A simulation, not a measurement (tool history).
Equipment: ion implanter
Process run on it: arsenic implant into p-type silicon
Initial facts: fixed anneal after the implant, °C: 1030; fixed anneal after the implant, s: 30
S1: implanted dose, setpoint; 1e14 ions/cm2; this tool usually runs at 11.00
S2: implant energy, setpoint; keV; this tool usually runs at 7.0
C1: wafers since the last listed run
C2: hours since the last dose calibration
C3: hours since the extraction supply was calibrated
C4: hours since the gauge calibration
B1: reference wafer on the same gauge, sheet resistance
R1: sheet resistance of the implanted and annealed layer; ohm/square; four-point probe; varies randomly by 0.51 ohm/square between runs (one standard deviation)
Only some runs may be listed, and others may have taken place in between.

run   hour     S1   S2   C1      C2      C3     C4      B1      R1
  1    0.0  11.00  7.0    0  1894.7  3304.5  116.5  122.80  120.53
  2   32.1  11.00  7.0  414  1926.8  3336.6  148.6  122.79  120.13
  3   58.8  11.00  8.5  344  1953.5  3363.3  175.3  123.04  119.49
  4   93.3  11.00  8.5  445  1988.0  3397.8  209.8  123.14  120.04
  5  116.6  11.00  7.0  300  2011.3  3421.1  233.1  123.61  121.22
  6  145.7  11.00  7.0  375  2040.4  3450.2  262.2  123.48  120.49
  7  164.4  11.00  7.0  241  2059.1  3468.9  280.9  123.55  121.61
  8  194.1  11.00  7.0  383  2088.8  3498.6  310.6  123.88  120.84
  9  227.4  11.00  7.0  430  2122.1  3531.9  343.9  123.61  122.00
 10  247.9  11.00  5.0  264  2142.6  3552.4  364.4  124.25  122.97
 11  278.2  11.00  7.0  391  2172.9  3582.7  394.7  123.85  121.42
 12  295.1  11.00  7.0  218  2189.8  3599.6  411.6  124.06  122.26
     330.8  -- extraction supply calibrated
 13  331.3   9.85  7.0  364  2226.0     0.5  447.8  124.36  129.90
     359.3  -- Faraday cup replaced and dose calibrated
 14  359.8   8.80  8.0  264     0.5    29.0  476.3  124.50  141.25
 15  375.6   9.94  9.0  204    16.3    44.8  492.1  124.38  128.10
 16  404.3  11.00  7.0  370    45.0    73.5  520.8  125.08  122.92
 17  435.8  13.84  6.0  406    76.5   105.0  552.3  125.33  109.66
 18  469.5  13.05  6.0  435   110.2   138.7  586.0  125.81  112.53
     485.9  -- gauge calibrated
 19  504.1  11.89  6.5  446   144.8   173.3   18.2  122.91  115.72
 20  528.2  12.35  7.0  311   168.9   197.4   42.3  122.87  113.29
 21  555.1  12.36  8.5  347   195.8   224.3   69.2  122.94  111.89
 22  590.1  12.03  8.0  452   230.8   259.3  104.2  122.97  113.45
 23  617.4  13.42  7.0  352   258.1   286.6  131.5  123.17  108.29
 24  646.2  11.00  7.0  372   286.9   315.4  160.3  123.23  120.61
 25  661.9  13.21  7.0  202   302.6   331.1  176.0  123.34  109.19
 26  697.0  11.00  7.0  453   337.7   366.2  211.1  123.40  120.36
 27  714.3   8.57  4.5  223   355.0   383.5  228.4  123.39  144.60

How would selected steps in R1 from run to run divide? Give the signed amount a tool lacking its hidden state would still show from settings, what came in and random variation, and the signed amount left for the hidden state, including any gauge scatter that is not in both of the compared results.
The tool's hidden condition here consists of: deviation of the true dose from the Faraday cup's reading, %; deviation of the true energy from its setpoint, %; gauge reads high (%).
Run 13 -> 14: S1 9.85 -> 8.80, S2 7.0 -> 8.0, Faraday cup replaced and dose calibrated. R1 +11.35 ohm/square: hidden state +0.35, all else +11.00.
Run 16 -> 17: S1 11.00 -> 13.84, S2 7.0 -> 6.0. R1 -13.26 ohm/square: hidden state +0.01, all else -13.27.
Run 18 -> 19: S1 13.05 -> 11.89, S2 6.0 -> 6.5, gauge calibrated. R1 +3.19 ohm/square: hidden state -2.26, all else +5.45.
Run 26 -> 27: S1 11.00 -> 8.57, S2 7.0 -> 4.5. R1 +24.24 ohm/square: hidden state +0.13, all else +24.11.

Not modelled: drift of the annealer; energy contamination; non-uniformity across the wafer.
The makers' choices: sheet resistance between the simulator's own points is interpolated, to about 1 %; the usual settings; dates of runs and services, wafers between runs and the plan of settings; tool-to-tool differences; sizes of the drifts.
